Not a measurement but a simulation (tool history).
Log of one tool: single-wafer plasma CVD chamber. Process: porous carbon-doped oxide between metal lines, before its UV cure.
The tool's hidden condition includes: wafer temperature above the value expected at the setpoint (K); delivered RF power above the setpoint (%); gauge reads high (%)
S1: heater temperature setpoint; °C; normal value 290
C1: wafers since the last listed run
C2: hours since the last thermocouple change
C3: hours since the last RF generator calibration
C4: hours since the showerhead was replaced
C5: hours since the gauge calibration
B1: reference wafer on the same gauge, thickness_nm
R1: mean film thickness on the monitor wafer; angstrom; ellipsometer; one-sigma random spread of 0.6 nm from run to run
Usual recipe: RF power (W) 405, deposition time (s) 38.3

run 1 hour=0.0 | S1=286 RF_power_(W)=405 deposition_time_(s)=41.8 | C1=0 C2=633.1 C3=313.1 C4=3407.4 C5=1238.7 | B1=175.973 | R1=2041.11
run 2 hour=95.7 | S1=286 RF_power_(W)=405 deposition_time_(s)=41.8 | C1=2908 C2=728.8 C3=408.8 C4=3503.1 C5=1334.4 | B1=176.139 | R1=2025.01
run 3 hour=199.5 | S1=278 RF_power_(W)=405 deposition_time_(s)=38.3 | C1=3154 C2=832.6 C3=512.6 C4=3606.9 C5=1438.2 | B1=175.813 | R1=1946.25
run 4 hour=283.8 | S1=283 RF_power_(W)=405 deposition_time_(s)=38.3 | C1=2561 C2=916.9 C3=596.9 C4=3691.2 C5=1522.5 | B1=176.082 | R1=1878.55
run 5 hour=363.0 | S1=290 RF_power_(W)=405 deposition_time_(s)=38.3 | C1=2406 C2=996.1 C3=676.1 C4=3770.4 C5=1601.7 | B1=176.188 | R1=1799.24
run 6 hour=442.8 | S1=290 RF_power_(W)=405 deposition_time_(s)=38.3 | C1=2424 C2=1075.9 C3=755.9 C4=3850.2 C5=1681.5 | B1=175.706 | R1=1813.68
run 7 hour=535.1 | S1=290 RF_power_(W)=405 deposition_time_(s)=38.3 | C1=2804 C2=1168.2 C3=848.2 C4=3942.5 C5=1773.8 | B1=175.785 | R1=1801.39
run 8 hour=604.3 | S1=290 RF_power_(W)=405 deposition_time_(s)=38.3 | C1=2102 C2=1237.4 C3=917.4 C4=4011.7 C5=1843.0 | B1=176.085 | R1=1791.58
run 9 hour=657.2 | S1=290 RF_power_(W)=405 deposition_time_(s)=38.3 | C1=1607 C2=1290.3 C3=970.3 C4=4064.6 C5=1895.9 | B1=175.964 | R1=1805.11
run 10 hour=737.7 | S1=290 RF_power_(W)=405 deposition_time_(s)=43.6 | C1=2446 C2=1370.8 C3=1050.8 C4=4145.1 C5=1976.4 | B1=176.237 | R1=2057.12
-- hour=752.0 RF generator calibrated
run 11 hour=817.5 | S1=290 RF_power_(W)=405 deposition_time_(s)=43.6 | C1=2181 C2=1450.6 C3=65.5 C4=4224.9 C5=2056.2 | B1=176.252 | R1=2074.28
run 12 hour=871.6 | S1=290 RF_power_(W)=405 deposition_time_(s)=43.6 | C1=1643 C2=1504.7 C3=119.6 C4=4279.0 C5=2110.3 | B1=175.775 | R1=2082.88
-- hour=877.4 gauge calibrated
run 13 hour=977.8 | S1=290 RF_power_(W)=405 deposition_time_(s)=38.3 | C1=3227 C2=1610.9 C3=225.8 C4=4385.2 C5=100.4 | B1=175.975 | R1=1821.44
run 14 hour=1018.3 | S1=296 RF_power_(W)=455 deposition_time_(s)=32.3 | C1=1230 C2=1651.4 C3=266.3 C4=4425.7 C5=140.9 | B1=176.102 | R1=1615.72
run 15 hour=1112.2 | S1=290 RF_power_(W)=405 deposition_time_(s)=38.3 | C1=2853 C2=1745.3 C3=360.2 C4=4519.6 C5=234.8 | B1=175.659 | R1=1814.42
run 16 hour=1153.1 | S1=299 RF_power_(W)=405 deposition_time_(s)=38.3 | C1=1242 C2=1786.2 C3=401.1 C4=4560.5 C5=275.7 | B1=176.115 | R1=1717.75
run 17 hour=1245.6 | S1=285 RF_power_(W)=355 deposition_time_(s)=32.9 | C1=2810 C2=1878.7 C3=493.6 C4=4653.0 C5=368.2 | B1=175.809 | R1=1465.72
-- hour=1278.6 thermocouple changed; heater temperature recalibrated
run 18 hour=1336.4 | S1=290 RF_power_(W)=405 deposition_time_(s)=38.3 | C1=2516 C2=57.8 C3=584.4 C4=4743.8 C5=459.0 | B1=175.966 | R1=1861.72
run 19 hour=1402.5 | S1=299 RF_power_(W)=455 deposition_time_(s)=38.3 | C1=2008 C2=123.9 C3=650.5 C4=4809.9 C5=525.1 | B1=175.953 | R1=1900.82
run 20 hour=1447.8 | S1=299 RF_power_(W)=340 deposition_time_(s)=44.7 | C1=1376 C2=169.2 C3=695.8 C4=4855.2 C5=570.4 | B1=175.959 | R1=1829.65
run 21 hour=1491.2 | S1=290 RF_power_(W)=455 deposition_time_(s)=44.1 | C1=1318 C2=212.6 C3=739.2 C4=4898.6 C5=613.8 | B1=175.890 | R1=2279.20
run 22 hour=1583.6 | S1=279 RF_power_(W)=330 deposition_time_(s)=38.3 | C1=2807 C2=305.0 C3=831.6 C4=4991.0 C5=706.2 | B1=176.198 | R1=1702.40
-- hour=1633.8 showerhead replaced
run 23 hour=1661.6 | S1=290 RF_power_(W)=325 deposition_time_(s)=35.3 | C1=2127 C2=383.0 C3=909.6 C4=27.8 C5=784.2 | B1=176.175 | R1=1461.24
run 24 hour=1706.7 | S1=290 RF_power_(W)=405 deposition_time_(s)=38.3 | C1=1370 C2=428.1 C3=954.7 C4=72.9 C5=829.3 | B1=175.737 | R1=1823.05
run 25 hour=1770.1 | S1=296 RF_power_(W)=405 deposition_time_(s)=38.3 | C1=1926 C2=491.5 C3=1018.1 C4=136.3 C5=892.7 | B1=176.005 | R1=1762.24
-- hour=1817.2 RF generator calibrated
run 26 hour=1860.8 | S1=290 RF_power_(W)=405 deposition_time_(s)=38.3 | C1=2513 C2=582.2 C3=43.6 C4=227.0 C5=983.4 | B1=175.705 | R1=1847.72
run 27 hour=1952.5 | S1=300 RF_power_(W)=435 deposition_time_(s)=42.2 | C1=2786 C2=673.9 C3=135.3 C4=318.7 C5=1075.1 | B1=175.939 | R1=2014.23
run 28 hour=2000.0 | S1=286 RF_power_(W)=335 deposition_time_(s)=44.3 | C1=1443 C2=721.4 C3=182.8 C4=366.2 C5=1122.6 | B1=175.957 | R1=1911.53
run 29 hour=2067.5 | S1=290 RF_power_(W)=405 deposition_time_(s)=38.3 | C1=2051 C2=788.9 C3=250.3 C4=433.7 C5=1190.1 | B1=176.038 | R1=1828.26
run 30 hour=2151.9 | S1=290 RF_power_(W)=405 deposition_time_(s)=33.5 | C1=2564 C2=873.3 C3=334.7 C4=518.1 C5=1274.5 | B1=175.998 | R1=1594.31
run 31 hour=2206.4 | S1=290 RF_power_(W)=405 deposition_time_(s)=38.3 | C1=1656 C2=927.8 C3=389.2 C4=572.6 C5=1329.0 | B1=176.107 | R1=1814.13
run 32 hour=2276.7 | S1=295 RF_power_(W)=380 deposition_time_(s)=43.2 | C1=2136 C2=998.1 C3=459.5 C4=642.9 C5=1399.3 | B1=176.282 | R1=1892.95
run 33 hour=2367.9 | S1=290 RF_power_(W)=405 deposition_time_(s)=31.4 | C1=2771 C2=1089.3 C3=550.7 C4=734.1 C5=1490.5 | B1=176.098 | R1=1489.16
run 34 hour=2443.5 | S1=285 RF_power_(W)=450 deposition_time_(s)=32.0 | C1=2297 C2=1164.9 C3=626.3 C4=809.7 C5=1566.1 | B1=176.027 | R1=1657.13

Forecast each of these 4 alternatives for the next run:
run A hour=2443.9 | S1=290 RF_power_(W)=340 deposition_time_(s)=38.3 | C1=12 C2=1165.3 C3=626.7 C4=810.1 C5=1566.5 | B1=? | R1=?
run B hour=2443.9 | S1=296 RF_power_(W)=355 deposition_time_(s)=45.1 | C1=12 C2=1165.3 C3=626.7 C4=810.1 C5=1566.5 | B1=? | R1=?
run C hour=2443.9 | S1=299 RF_power_(W)=435 deposition_time_(s)=38.3 | C1=12 C2=1165.3 C3=626.7 C4=810.1 C5=1566.5 | B1=? | R1=?
run D hour=2443.9 | S1=299 RF_power_(W)=440 deposition_time_(s)=42.6 | C1=12 C2=1165.3 C3=626.7 C4=810.1 C5=1566.5 | B1=? | R1=?

run=A B1=176.095 R1=1613.07
run=B B1=176.095 R1=1887.22
run=C B1=176.095 R1=1809.97
run=D B1=176.095 R1=2022.93
What these runs would have given with no unlogged condition in the tool:
run=A R1=1716.05
run=B R1=2006.21
run=C R1=1921.01
run=D R1=2147.03

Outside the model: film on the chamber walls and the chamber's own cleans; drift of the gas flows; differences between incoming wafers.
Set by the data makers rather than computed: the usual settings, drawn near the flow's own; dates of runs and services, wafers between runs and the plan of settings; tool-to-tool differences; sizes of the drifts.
